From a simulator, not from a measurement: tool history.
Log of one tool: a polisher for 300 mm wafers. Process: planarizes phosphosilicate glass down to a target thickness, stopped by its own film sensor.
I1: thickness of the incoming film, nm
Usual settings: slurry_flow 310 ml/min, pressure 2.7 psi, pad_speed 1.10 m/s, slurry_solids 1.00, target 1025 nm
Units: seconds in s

{"run": 1, "day": 0.0, "slurry_flow": 310, "pressure": 2.7, "pad_speed": 1.1, "slurry_solids": 0.85, "target": 1025, "I1": 1646.0, "seconds": 85.2}
{"run": 2, "day": 4.092, "slurry_flow": 405, "pressure": 2.7, "pad_speed": 0.72, "slurry_solids": 1.0, "target": 1025, "I1": 1642.5, "seconds": 106.7}
{"run": 3, "day": 6.917, "slurry_flow": 235, "pressure": 2.3, "pad_speed": 1.1, "slurry_solids": 1.2, "target": 857, "I1": 1621.7, "seconds": 99.9}
{"run": 4, "day": 10.683, "slurry_flow": 310, "pressure": 2.7, "pad_speed": 1.1, "slurry_solids": 1.0, "target": 842, "I1": 1645.7, "seconds": 102.4}
{"run": 5, "day": 14.821, "slurry_flow": 310, "pressure": 2.1, "pad_speed": 0.88, "slurry_solids": 1.3, "target": 1025, "I1": 1645.3, "seconds": 101.2}
{"run": 6, "day": 16.9, "slurry_flow": 370, "pressure": 2.7, "pad_speed": 1.1, "slurry_solids": 1.0, "target": 1226, "I1": 1622.9, "seconds": 52.8}
{"run": 7, "day": 19.854, "slurry_flow": 400, "pressure": 3.0, "pad_speed": 1.22, "slurry_solids": 0.75, "target": 1025, "I1": 1643.1, "seconds": 92.9}
{"run": 8, "day": 24.217, "slurry_flow": 310, "pressure": 2.7, "pad_speed": 1.1, "slurry_solids": 1.0, "target": 1025, "I1": 1617.1, "seconds": 76.4}
{"run": 9, "day": 28.408, "slurry_flow": 255, "pressure": 2.2, "pad_speed": 1.1, "slurry_solids": 1.0, "target": 822, "I1": 1631.5, "seconds": 116.6}
{"run": 10, "day": 32.767, "slurry_flow": 310, "pressure": 2.7, "pad_speed": 1.46, "slurry_solids": 1.2, "target": 834, "I1": 1643.2, "seconds": 70.4}
{"run": 11, "day": 36.179, "slurry_flow": 390, "pressure": 3.3, "pad_speed": 1.1, "slurry_solids": 1.0, "target": 1025, "I1": 1666.8, "seconds": 66.1}
{"run": 12, "day": 38.325, "slurry_flow": 310, "pressure": 3.6, "pad_speed": 1.1, "slurry_solids": 1.1, "target": 1025, "I1": 1658.6, "seconds": 59.8}
{"run": 13, "day": 40.862, "slurry_flow": 410, "pressure": 2.7, "pad_speed": 1.1, "slurry_solids": 1.15, "target": 1025, "I1": 1607.7, "seconds": 64.5}
{"run": 14, "day": 48.938, "slurry_flow": 310, "pressure": 2.7, "pad_speed": 1.36, "slurry_solids": 1.0, "target": 1025, "I1": 1623.2, "seconds": 67.8}
{"run": 15, "day": 51.821, "slurry_flow": 310, "pressure": 2.7, "pad_speed": 1.1, "slurry_solids": 1.0, "target": 1025, "I1": 1629.9, "seconds": 81.2}
{"run": 16, "day": 54.138, "slurry_flow": 410, "pressure": 2.7, "pad_speed": 0.88, "slurry_solids": 1.0, "target": 903, "I1": 1646.2, "seconds": 119.2}
{"run": 17, "day": 58.192, "slurry_flow": 310, "pressure": 2.7, "pad_speed": 1.1, "slurry_solids": 1.0, "target": 1025, "I1": 1612.8, "seconds": 80.0}
{"run": 18, "day": 61.0, "slurry_flow": 310, "pressure": 2.7, "pad_speed": 1.1, "slurry_solids": 1.0, "target": 1181, "I1": 1630.6, "seconds": 54.8}
{"run": 19, "day": 65.317, "slurry_flow": 310, "pressure": 2.7, "pad_speed": 1.1, "slurry_solids": 1.0, "target": 1025, "I1": 1642.2, "seconds": 74.8}
{"run": 20, "day": 69.767, "slurry_flow": 395, "pressure": 2.7, "pad_speed": 1.1, "slurry_solids": 1.0, "target": 911, "I1": 1640.4, "seconds": 89.2}
{"run": 21, "day": 77.379, "slurry_flow": 310, "pressure": 2.7, "pad_speed": 1.1, "slurry_solids": 1.1, "target": 937, "I1": 1649.7, "seconds": 86.8}
{"run": 22, "day": 80.517, "slurry_flow": 410, "pressure": 2.0, "pad_speed": 1.26, "slurry_solids": 0.8, "target": 1025, "I1": 1643.7, "seconds": 105.7}
{"run": 23, "day": 82.296, "slurry_flow": 310, "pressure": 2.7, "pad_speed": 1.42, "slurry_solids": 1.0, "target": 1210, "I1": 1618.7, "seconds": 43.0}
{"run": 24, "day": 85.058, "slurry_flow": 255, "pressure": 2.2, "pad_speed": 1.1, "slurry_solids": 1.0, "target": 822, "I1": 1621.6, "seconds": 129.3}
{"run": 25, "day": 87.717, "slurry_flow": 360, "pressure": 3.3, "pad_speed": 1.38, "slurry_solids": 1.2, "target": 1025, "I1": 1646.9, "seconds": 52.1}
{"run": 26, "day": 91.442, "slurry_flow": 310, "pressure": 2.1, "pad_speed": 0.78, "slurry_solids": 1.1, "target": 1025, "I1": 1622.8, "seconds": 107.5}

Not shown: 14 entries that the log had between the listed runs. Between which runs, and how does the tool's hidden state differ before and after?
Between runs 3 and 4: worn pad replaced by a new one (day 7.108); head pressure recalibrated (day 7.400)
  slurry flow missing at the pad, %: 15.3 -> 21; abrasive missing from the slurry, %: 3.9 -> 5.37
  measured less the result without the state, seconds: +4.3 -> +6.3 s
Between runs 7 and 8: slurry blender recalibrated (day 23.217)
  slurry flow missing at the pad, %: 39.3 -> 50.3; abrasive missing from the slurry, %: 10.2 -> 0.84
  measured less the result without the state, seconds: +12.7 -> +6.4 s
Between runs 8 and 9: slurry nozzle cleaned (day 24.912); conditioning disc replaced and pad reconditioned (day 27.583)
  slurry flow missing at the pad, %: 50.3 -> 1.83; abrasive missing from the slurry, %: 0.84 -> 1.12
  measured less the result without the state, seconds: +6.4 -> +1.2 s
Between runs 12 and 13: worn pad replaced by a new one (day 40.038)
  slurry flow missing at the pad, %: 8.24 -> 11.1; abrasive missing from the slurry, %: 3.27 -> 4.17
  measured less the result without the state, seconds: +1.8 -> +2.2 s
Between runs 13 and 14: head pressure recalibrated (day 44.962)
  slurry flow missing at the pad, %: 11.1 -> 23.4; abrasive missing from the slurry, %: 4.17 -> 7.92
  measured less the result without the state, seconds: +2.2 -> +5.7 s
Between runs 16 and 17: slurry nozzle cleaned (day 56.088)
  slurry flow missing at the pad, %: 34 -> 3.7; abrasive missing from the slurry, %: 11.1 -> 13.9
  measured less the result without the state, seconds: +14.0 -> +9.3 s
Between runs 17 and 18: conditioning disc replaced and pad reconditioned (day 60.183); slurry blender recalibrated (day 60.304)
  slurry flow missing at the pad, %: 3.7 -> 4.45; abrasive missing from the slurry, %: 13.9 -> 0.297
  measured less the result without the state, seconds: +9.3 -> +0.3 s
Between runs 20 and 21: worn pad replaced by a new one (day 75.429)
  slurry flow missing at the pad, %: 10.7 -> 20.8; abrasive missing from the slurry, %: 1.25 -> 3.41
  measured less the result without the state, seconds: +1.5 -> +3.9 s
Between runs 21 and 22: head pressure recalibrated (day 78.854)
  slurry flow missing at the pad, %: 20.8 -> 26.3; abrasive missing from the slurry, %: 3.41 -> 4.67
  measured less the result without the state, seconds: +3.9 -> +6.7 s
Between runs 25 and 26: slurry blender recalibrated (day 89.300); slurry nozzle cleaned (day 91.375)
  slurry flow missing at the pad, %: 41.8 -> 3.1; abrasive missing from the slurry, %: 8.34 -> 0.591
  measured less the result without the state, seconds: +5.3 -> +0.7 s

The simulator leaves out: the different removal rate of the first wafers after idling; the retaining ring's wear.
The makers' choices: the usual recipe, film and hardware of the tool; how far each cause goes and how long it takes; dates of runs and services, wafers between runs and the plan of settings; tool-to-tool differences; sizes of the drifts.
